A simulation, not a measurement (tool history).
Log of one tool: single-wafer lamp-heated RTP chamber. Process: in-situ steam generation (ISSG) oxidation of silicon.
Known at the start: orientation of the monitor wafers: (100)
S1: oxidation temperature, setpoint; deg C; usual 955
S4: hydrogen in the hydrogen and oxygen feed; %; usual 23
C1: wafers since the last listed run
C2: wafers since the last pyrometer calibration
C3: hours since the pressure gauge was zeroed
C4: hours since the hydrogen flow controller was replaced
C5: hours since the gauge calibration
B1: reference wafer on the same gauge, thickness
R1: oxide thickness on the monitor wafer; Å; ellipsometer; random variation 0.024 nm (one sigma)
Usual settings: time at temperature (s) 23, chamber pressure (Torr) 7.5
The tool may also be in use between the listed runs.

run 1 hour=0 | S1=955 time_at_temperature_(s)=19 chamber_pressure_(Torr)=7.5 S4=23 | C1=0 C2=1540 C3=4159.8 C4=4200.3 C5=719.5 | B1=4.899 | R1=49.41
-- hour=23.9 gauge calibrated
run 2 hour=47.1 | S1=955 time_at_temperature_(s)=19 chamber_pressure_(Torr)=7.5 S4=29 | C1=363 C2=1903 C3=4206.9 C4=4247.4 C5=23.2 | B1=4.901 | R1=52.39
run 3 hour=88 | S1=955 time_at_temperature_(s)=19 chamber_pressure_(Torr)=7.5 S4=29 | C1=315 C2=2219 C3=4247.8 C4=4288.3 C5=64.1 | B1=4.907 | R1=52.85
run 4 hour=129.1 | S1=955 time_at_temperature_(s)=19 chamber_pressure_(Torr)=7.5 S4=29 | C1=317 C2=2537 C3=4288.9 C4=4329.4 C5=105.2 | B1=4.904 | R1=52.64
run 5 hour=173.7 | S1=955 time_at_temperature_(s)=23 chamber_pressure_(Torr)=7.5 S4=23 | C1=344 C2=2881 C3=4333.5 C4=4374 C5=149.8 | B1=4.909 | R1=54.34
run 6 hour=221.7 | S1=955 time_at_temperature_(s)=23 chamber_pressure_(Torr)=7.5 S4=23 | C1=370 C2=3251 C3=4381.5 C4=4422 C5=197.8 | B1=4.904 | R1=53.92
run 7 hour=323.3 | S1=955 time_at_temperature_(s)=23 chamber_pressure_(Torr)=7.5 S4=23 | C1=784 C2=4036 C3=4483.1 C4=4523.6 C5=299.4 | B1=4.9 | R1=53.67
run 8 hour=389.1 | S1=955 time_at_temperature_(s)=23 chamber_pressure_(Torr)=7.5 S4=19 | C1=508 C2=4544 C3=4548.9 C4=4589.4 C5=365.2 | B1=4.903 | R1=51.75
run 9 hour=432.1 | S1=955 time_at_temperature_(s)=23 chamber_pressure_(Torr)=7.5 S4=19 | C1=331 C2=4876 C3=4591.9 C4=4632.4 C5=408.2 | B1=4.914 | R1=51.67
run 10 hour=475.9 | S1=955 time_at_temperature_(s)=27 chamber_pressure_(Torr)=7.5 S4=23 | C1=338 C2=5214 C3=4635.7 C4=4676.2 C5=452 | B1=4.913 | R1=58.26
run 11 hour=577.8 | S1=955 time_at_temperature_(s)=27 chamber_pressure_(Torr)=7.5 S4=23 | C1=786 C2=6001 C3=4737.6 C4=4778.1 C5=553.9 | B1=4.913 | R1=58.1
run 12 hour=656.4 | S1=955 time_at_temperature_(s)=18 chamber_pressure_(Torr)=7.5 S4=15 | C1=606 C2=6608 C3=4816.2 C4=4856.7 C5=632.5 | B1=4.904 | R1=44.29
-- hour=674.5 pyrometer window cleaned and pyrometer calibrated
run 13 hour=698.1 | S1=946 time_at_temperature_(s)=29 chamber_pressure_(Torr)=7.5 S4=23 | C1=260 C2=181 C3=4857.9 C4=4898.4 C5=674.2 | B1=4.917 | R1=56.52
run 14 hour=785.6 | S1=967 time_at_temperature_(s)=23 chamber_pressure_(Torr)=7.5 S4=32 | C1=675 C2=857 C3=4945.4 C4=4985.9 C5=761.7 | B1=4.895 | R1=60.33
-- hour=833.9 gauge calibrated
run 15 hour=888.2 | S1=955 time_at_temperature_(s)=23 chamber_pressure_(Torr)=7.5 S4=23 | C1=792 C2=1649 C3=5048 C4=5088.5 C5=54.3 | B1=4.914 | R1=53.65
run 16 hour=984.6 | S1=955 time_at_temperature_(s)=16 chamber_pressure_(Torr)=8.6 S4=23 | C1=744 C2=2393 C3=5144.4 C4=5184.9 C5=150.7 | B1=4.906 | R1=45.99
run 17 hour=1087.9 | S1=955 time_at_temperature_(s)=15 chamber_pressure_(Torr)=7.5 S4=23 | C1=797 C2=3191 C3=5247.7 C4=5288.2 C5=254 | B1=4.907 | R1=45.01
-- hour=1157.7 pressure gauge zeroed
run 18 hour=1169.6 | S1=955 time_at_temperature_(s)=23 chamber_pressure_(Torr)=6.9 S4=15 | C1=569 C2=3760 C3=11.9 C4=5369.9 C5=335.7 | B1=4.905 | R1=48.7
-- hour=1211.1 hydrogen flow controller replaced
run 19 hour=1259.1 | S1=955 time_at_temperature_(s)=23 chamber_pressure_(Torr)=6.9 S4=27 | C1=629 C2=4389 C3=101.4 C4=48 C5=425.2 | B1=4.912 | R1=55.99
run 20 hour=1365.8 | S1=955 time_at_temperature_(s)=23 chamber_pressure_(Torr)=7.5 S4=23 | C1=823 C2=5213 C3=208.1 C4=154.7 C5=531.9 | B1=4.911 | R1=54.32
run 21 hour=1430.2 | S1=955 time_at_temperature_(s)=23 chamber_pressure_(Torr)=7.5 S4=30 | C1=497 C2=5710 C3=272.5 C4=219.1 C5=596.3 | B1=4.906 | R1=58.05
run 22 hour=1536.3 | S1=939 time_at_temperature_(s)=19 chamber_pressure_(Torr)=7.5 S4=29 | C1=819 C2=6529 C3=378.6 C4=325.2 C5=702.4 | B1=4.92 | R1=50.57

Forecast each of these 5 alternatives for the next run:
run A hour=1536.7 | S1=955 time_at_temperature_(s)=23 chamber_pressure_(Torr)=7.5 S4=14 | C1=3 C2=6532 C3=379 C4=325.6 C5=702.8 | B1=? | R1=?
run B hour=1536.7 | S1=955 time_at_temperature_(s)=23 chamber_pressure_(Torr)=7.5 S4=18 | C1=3 C2=6532 C3=379 C4=325.6 C5=702.8 | B1=? | R1=?
run C hour=1536.7 | S1=955 time_at_temperature_(s)=26 chamber_pressure_(Torr)=7.5 S4=31 | C1=3 C2=6532 C3=379 C4=325.6 C5=702.8 | B1=? | R1=?
run D hour=1536.7 | S1=955 time_at_temperature_(s)=32 chamber_pressure_(Torr)=7.5 S4=23 | C1=3 C2=6532 C3=379 C4=325.6 C5=702.8 | B1=? | R1=?
run E hour=1536.7 | S1=955 time_at_temperature_(s)=23 chamber_pressure_(Torr)=8.3 S4=23 | C1=3 C2=6532 C3=379 C4=325.6 C5=702.8 | B1=? | R1=?

run=A B1=4.916 R1=48.3
run=B B1=4.916 R1=51.02
run=C B1=4.916 R1=61.47
run=D B1=4.916 R1=62.72
run=E B1=4.916 R1=53.92
Without the tool's hidden state the same runs would have given:
run=A R1=46.59
run=B R1=49.2
run=C R1=59.17
run=D R1=60.25
run=E R1=51.99

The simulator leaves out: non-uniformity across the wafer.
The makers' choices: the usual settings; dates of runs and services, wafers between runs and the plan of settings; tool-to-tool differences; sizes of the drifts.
